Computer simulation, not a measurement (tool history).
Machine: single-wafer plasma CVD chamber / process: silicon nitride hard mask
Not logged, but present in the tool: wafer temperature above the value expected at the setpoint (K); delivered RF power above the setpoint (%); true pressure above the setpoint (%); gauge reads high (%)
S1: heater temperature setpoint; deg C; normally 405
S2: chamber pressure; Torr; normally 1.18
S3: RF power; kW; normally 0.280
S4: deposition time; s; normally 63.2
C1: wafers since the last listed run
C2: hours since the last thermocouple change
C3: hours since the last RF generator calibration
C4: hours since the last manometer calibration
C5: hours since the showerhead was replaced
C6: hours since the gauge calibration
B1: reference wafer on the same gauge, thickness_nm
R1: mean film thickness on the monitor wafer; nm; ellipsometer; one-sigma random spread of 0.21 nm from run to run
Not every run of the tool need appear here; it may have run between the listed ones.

run	hour	S1	S2	S3	S4	C1	C2	C3	C4	C5	C6	B1	R1
1	0.0	393	1.18	0.280	63.2	0	754.8	1785.7	2072.8	5092.6	20.6	64.892	56.187
2	9.6	393	1.18	0.280	63.2	100	764.4	1795.3	2082.4	5102.2	30.2	64.843	56.331
3	25.5	405	1.37	0.280	63.2	166	780.3	1811.2	2098.3	5118.1	46.1	64.944	60.666
4	39.7	405	1.37	0.280	63.2	148	794.5	1825.4	2112.5	5132.3	60.3	64.883	60.165
5	45.8	405	1.37	0.280	63.2	63	800.6	1831.5	2118.6	5138.4	66.4	64.856	60.210
6	57.0	405	1.18	0.280	63.2	117	811.8	1842.7	2129.8	5149.6	77.6	64.931	56.138
7	66.0	405	1.18	0.280	63.2	94	820.8	1851.7	2138.8	5158.6	86.6	64.889	56.128
8	79.7	405	1.18	0.245	63.2	143	834.5	1865.4	2152.5	5172.3	100.3	65.014	49.663
# hour 96.8: showerhead replaced
9	123.5	405	1.18	0.280	63.2	374	878.3	1909.2	2196.3	26.7	144.1	64.973	56.250
10	131.6	405	1.18	0.280	63.2	84	886.4	1917.3	2204.4	34.8	152.2	64.900	55.760
11	144.2	405	1.18	0.280	63.2	131	899.0	1929.9	2217.0	47.4	164.8	64.876	56.115
12	158.2	405	1.18	0.280	63.2	146	913.0	1943.9	2231.0	61.4	178.8	64.841	56.226
13	173.6	405	1.18	0.280	63.2	161	928.4	1959.3	2246.4	76.8	194.2	64.932	55.946
# hour 174.3: gauge calibrated
14	183.9	405	1.18	0.280	63.2	107	938.7	1969.6	2256.7	87.1	9.6	64.853	56.383
# hour 196.1: RF generator calibrated
# hour 199.4: thermocouple changed; heater temperature recalibrated
15	199.9	396	1.36	0.235	73.9	48	0.5	3.8	2272.7	103.1	25.6	64.981	60.130
16	204.4	405	1.09	0.230	63.2	47	5.0	8.3	2277.2	107.6	30.1	64.897	44.970
17	219.3	405	1.18	0.280	63.2	155	19.9	23.2	2292.1	122.5	45.0	64.915	56.214
# hour 235.2: capacitance manometer re-zeroed and calibrated
18	235.7	405	1.18	0.280	72.8	87	36.3	39.6	0.5	138.9	61.4	64.948	64.678
19	240.1	401	1.18	0.280	74.5	46	40.7	44.0	4.9	143.3	65.8	64.977	66.392
20	247.2	413	1.18	0.280	63.2	74	47.8	51.1	12.0	150.4	72.9	64.953	56.241
21	255.2	398	1.18	0.330	63.2	83	55.8	59.1	20.0	158.4	80.9	64.828	63.643
22	264.4	405	1.18	0.280	63.2	96	65.0	68.3	29.2	167.6	90.1	64.989	56.003
23	270.5	393	1.05	0.255	63.2	63	71.1	74.4	35.3	173.7	96.2	64.976	48.523
24	282.1	398	1.18	0.330	63.2	121	82.7	86.0	46.9	185.3	107.8	64.934	64.025
25	294.9	405	1.18	0.240	52.2	133	95.5	98.8	59.7	198.1	120.6	64.874	40.731
26	308.5	405	1.18	0.280	63.2	142	109.1	112.4	73.3	211.7	134.2	64.936	56.213

Branching from run 26: 3 alternative next runs. What would each branch give?
A	308.9	405	1.18	0.280	63.2	4	109.5	112.8	73.7	212.1	134.6	?	?
B	308.9	405	1.42	0.280	63.2	4	109.5	112.8	73.7	212.1	134.6	?	?
C	308.9	392	1.18	0.280	63.2	4	109.5	112.8	73.7	212.1	134.6	?	?

run	B1	R1
A	64.912	56.097
B	64.912	61.398
C	64.912	56.454
Stripped of hidden state, with their random variation kept, the same runs would have yielded:
run	R1
A	56.097
B	61.398
C	56.454
